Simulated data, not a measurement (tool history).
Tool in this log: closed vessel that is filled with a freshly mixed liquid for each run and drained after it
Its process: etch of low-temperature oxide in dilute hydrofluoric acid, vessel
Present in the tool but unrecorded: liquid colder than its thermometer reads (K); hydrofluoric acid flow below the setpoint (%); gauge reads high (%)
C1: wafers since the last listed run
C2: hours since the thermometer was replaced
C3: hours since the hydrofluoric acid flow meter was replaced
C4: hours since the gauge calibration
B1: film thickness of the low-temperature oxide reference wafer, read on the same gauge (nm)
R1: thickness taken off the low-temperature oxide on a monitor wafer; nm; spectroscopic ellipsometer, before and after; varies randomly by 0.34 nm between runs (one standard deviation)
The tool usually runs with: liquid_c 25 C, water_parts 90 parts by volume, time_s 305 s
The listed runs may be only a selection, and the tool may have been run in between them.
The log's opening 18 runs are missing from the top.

At hour 1594: hydrofluoric acid flow meter replaced.
At hour 1710.7: gauge calibrated.
Run 19, hour 1800.5: usual settings but liquid_c 28 C, water_parts 120 parts by volume; C1 21614; C2 883.5; C3 206.5; C4 89.8; B1 109.99. Result: R1 30.25 nm.
Run 20, hour 1858.5: usual settings; C1 4906; C2 941.5; C3 264.5; C4 147.8; B1 109.97. Result: R1 37.83 nm.
At hour 1889.3: thermometer replaced.
Run 21, hour 1944: usual settings but liquid_c 20.5 C; C1 7148; C2 54.7; C3 350; C4 233.3; B1 110.04. Result: R1 33.18 nm.
Run 22, hour 2027.4: usual settings but liquid_c 27 C, water_parts 130 parts by volume, time_s 360 s; C1 7055; C2 138.1; C3 433.4; C4 316.7; B1 109.97. Result: R1 32.97 nm.
Run 23, hour 2095.7: usual settings but liquid_c 28.5 C, water_parts 45 parts by volume, time_s 225 s; C1 5778; C2 206.4; C3 501.7; C4 385; B1 110.03. Result: R1 71.04 nm.
Run 24, hour 2190.9: usual settings; C1 8053; C2 301.6; C3 596.9; C4 480.2; B1 110.03. Result: R1 39.04 nm.
Run 25, hour 2229.4: usual settings but liquid_c 23 C, time_s 415 s; C1 3257; C2 340.1; C3 635.4; C4 518.7; B1 109.99. Result: R1 48.43 nm.
Run 26, hour 2318.5: usual settings but water_parts 115 parts by volume, time_s 410 s; C1 7537; C2 429.2; C3 724.5; C4 607.8; B1 110. Result: R1 39.4 nm.
Run 27, hour 2380.3: usual settings; C1 5228; C2 491; C3 786.3; C4 669.6; B1 110.01. Result: R1 38.13 nm.
Run 28, hour 2438.2: usual settings but liquid_c 22.5 C, water_parts 115 parts by volume, time_s 440 s; C1 4898; C2 548.9; C3 844.2; C4 727.5; B1 110. Result: R1 37.72 nm.
Run 29, hour 2543.1: usual settings but time_s 245 s; C1 8874; C2 653.8; C3 949.1; C4 832.4; B1 109.99. Result: R1 30.56 nm.
Run 30, hour 2645.1: usual settings but water_parts 115 parts by volume, time_s 485 s; C1 8629; C2 755.8; C3 1051.1; C4 934.4; B1 110.01. Result: R1 45.46 nm.
At hour 2667.8: hydrofluoric acid flow meter replaced.
At hour 2668.2: thermometer replaced.
Run 31, hour 2704.4: usual settings but liquid_c 28 C, time_s 355 s; C1 4900; C2 36.2; C3 36.6; C4 993.7; B1 109.99. Result: R1 52.84 nm.
Run 32, hour 2766.4: usual settings; C1 5245; C2 98.2; C3 98.6; C4 1055.7; B1 109.99. Result: R1 39.19 nm.
Run 33, hour 2927.4: usual settings but liquid_c 23.5 C; C1 13620; C2 259.2; C3 259.6; C4 1216.7; B1 110. Result: R1 37.42 nm.

Here are 3 independent what-if runs from the current tool condition. What would each one return?
Run A, hour 2928.1: usual settings but water_parts 60 parts by volume; C1 59; C2 259.9; C3 260.3; C4 1217.4; B1 ?. Result: R1 ?.
Run B, hour 2928.1: usual settings but liquid_c 29.5 C, time_s 470 s; C1 59; C2 259.9; C3 260.3; C4 1217.4; B1 ?. Result: R1 ?.
Run C, hour 2928.1: usual settings but water_parts 75 parts by volume, time_s 130 s; C1 59; C2 259.9; C3 260.3; C4 1217.4; B1 ?. Result: R1 ?.

run      B1     R1
  A  109.99  61.52
  B  109.99  72.48
  C  109.99  20.57
With the hidden condition removed and each run's random variation left untouched, the same runs would have given:
run     R1
  A  63.27
  B  74.41
  C  21.15
